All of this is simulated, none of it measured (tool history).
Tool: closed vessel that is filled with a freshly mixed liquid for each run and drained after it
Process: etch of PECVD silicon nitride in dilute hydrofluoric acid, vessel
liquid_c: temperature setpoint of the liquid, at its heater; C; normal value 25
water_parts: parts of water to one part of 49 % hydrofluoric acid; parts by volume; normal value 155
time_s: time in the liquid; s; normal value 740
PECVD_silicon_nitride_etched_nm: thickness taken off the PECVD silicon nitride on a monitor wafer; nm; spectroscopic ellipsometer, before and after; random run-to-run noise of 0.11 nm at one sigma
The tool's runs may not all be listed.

run	hour	liquid_c	water_parts	time_s	read-back film thickness of the PECVD silicon nitride reference wafer, read on the same gauge (nm)	PECVD_silicon_nitride_etched_nm
1	0	21	155	740	49.99	22.23
2	18.6	21	155	740	49.99	22.09
3	50.4	25	155	740	49.99	28.96
4	84	25	155	740	50.02	29.09
5	117.2	25	155	740	49.97	29.09
6	133.2	25	155	740	50	29.26
7	154.8	25	155	740	50	29.23
8	190.7	25	195	740	50.01	23.1
# hour 200.7: hydrofluoric acid flow meter replaced
9	223.7	25	195	740	50	23.24
# hour 233.4: thermometer replaced
10	245.9	25	195	740	50.02	21.8
11	264	25	200	740	49.99	21.47
# hour 311.4: gauge calibrated
12	320.6	25	180	740	50.01	23.93
13	355.1	22.5	105	740	49.99	34.73
14	387.2	22	195	510	50	12.75
15	407.1	25	155	740	49.96	28.16
16	425.3	21	155	740	50	21.61
17	439.5	22	125	740	50	28.55
18	470.6	22	130	350	50.01	13.09
19	486	20.5	190	740	50.03	17.41
20	506.9	25	155	740	50.02	28.33
21	539.9	25	100	1130	49.97	66.6

Give the tool's hidden conditions for every run:
hydrofluoric acid flow below the setpoint (%): 0 at every run
gauge reads high (%): 0 at every run
H1: liquid hotter than its thermometer reads (K)
run	H1
1	0.832
2	0.855
3	0.895
4	0.937
5	0.978
6	0.998
7	1.02
8	1.07
9	1.11
10	0.191
11	0.213
12	0.284
13	0.327
14	0.366
15	0.391
16	0.414
17	0.431
18	0.47
19	0.489
20	0.515
21	0.556

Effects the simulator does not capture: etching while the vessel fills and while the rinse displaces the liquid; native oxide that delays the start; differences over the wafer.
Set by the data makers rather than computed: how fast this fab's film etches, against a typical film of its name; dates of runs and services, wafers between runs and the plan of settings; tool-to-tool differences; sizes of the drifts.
